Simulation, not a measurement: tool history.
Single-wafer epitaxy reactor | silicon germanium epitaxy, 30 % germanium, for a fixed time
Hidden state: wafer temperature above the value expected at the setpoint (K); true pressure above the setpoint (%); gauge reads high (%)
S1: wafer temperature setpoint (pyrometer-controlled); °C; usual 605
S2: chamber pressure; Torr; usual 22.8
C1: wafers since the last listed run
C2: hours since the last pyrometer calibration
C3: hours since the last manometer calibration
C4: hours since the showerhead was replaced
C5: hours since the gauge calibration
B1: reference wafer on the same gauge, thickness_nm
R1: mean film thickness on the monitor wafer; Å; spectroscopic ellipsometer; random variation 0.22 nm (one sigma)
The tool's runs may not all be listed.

run,hour,S1,S2,C1,C2,C3,C4,C5,B1,R1
1,0,612,22.8,0,1513.4,977,2309,81.5,54.999,661.96
2,11.6,612,22.8,160,1525,988.6,2320.6,93.1,54.969,662.44
3,22.5,612,22.8,150,1535.9,999.5,2331.5,104,55.022,663.55
4,36.9,605,22.8,198,1550.3,1013.9,2345.9,118.4,54.985,595.51
5,49.7,605,22.8,176,1563.1,1026.7,2358.7,131.2,55.014,593.65
6,61.9,605,22.8,168,1575.3,1038.9,2370.9,143.4,55.068,593.13
7,90.9,605,22.8,400,1604.3,1067.9,2399.9,172.4,55.019,594.09
8,98.3,605,22.8,102,1611.7,1075.3,2407.3,179.8,54.93,592.44
9,110.4,605,24.1,167,1623.8,1087.4,2419.4,191.9,54.985,600.16
10,121.6,605,24.1,154,1635,1098.6,2430.6,203.1,54.969,601.74
11,138.1,605,24.1,227,1651.5,1115.1,2447.1,219.6,55.009,605.45
# hour 152.3: pyrometer calibrated
12,152.8,605,22.8,92,0.5,1129.8,2461.8,234.3,54.966,715.06
13,159.9,605,22.8,98,7.6,1136.9,2468.9,241.4,55.036,710.2
14,167.7,605,22.8,107,15.4,1144.7,2476.7,249.2,55.049,714.66
15,182.7,605,17.6,207,30.4,1159.7,2491.7,264.2,55.079,651.8
# hour 195.3: showerhead replaced
16,195.8,620,18.3,70,43.5,1172.8,0.5,277.3,55.01,830.55
# hour 200.2: gauge calibrated
17,205.1,617,18.4,128,52.8,1182.1,9.8,4.9,54.982,796.9
18,216.7,611,17.6,160,64.4,1193.7,21.4,16.5,55.044,713.59
# hour 224.8: pyrometer calibrated, repeated, since the last time left the tool worse
19,227.4,596,26.6,37,2.6,1204.4,32.1,27.2,54.997,579.38
20,249.3,600,22.8,302,24.5,1226.3,54,49.1,54.912,581.82
# hour 261: capacitance manometer re-zeroed and calibrated
21,266.9,611,24.5,132,42.1,5.9,71.6,66.7,54.967,709.37
22,279,613,19.1,167,54.2,18,83.7,78.8,55.054,673.96
23,289.1,592,20.2,139,64.3,28.1,93.8,88.9,54.976,489.41
24,296.1,599,19.8,96,71.3,35.1,100.8,95.9,54.969,544.53
25,306.2,605,22.8,139,81.4,45.2,110.9,106,54.996,628.71
26,316.2,605,25.8,138,91.4,55.2,120.9,116,55.009,657.96
27,326.6,605,22.8,143,101.8,65.6,131.3,126.4,54.98,628.91
28,336.4,610,25.3,135,111.6,75.4,141.1,136.2,55,703.63
29,344.3,605,22.8,109,119.5,83.3,149,144.1,54.973,628.35

Measured less the same run without the tool's hidden state. The same run-to-run variation is in both; the gauge's scatter may not be:
run,R1
1,-40.71
2,-41.13
3,-41.55
4,-38.27
5,-38.53
6,-38.86
7,-39.8
8,-39.91
9,-40.79
10,-41.24
11,-42
12,+82.79
13,+82.03
14,+82.31
15,+74.67
16,+92.09
17,+88.55
18,+79.85
19,-0.46
20,-1.07
21,-1.85
22,-2.14
23,-1.85
24,-2.22
25,-2.83
26,-3.27
27,-3.44
28,-4.13
29,-3.96
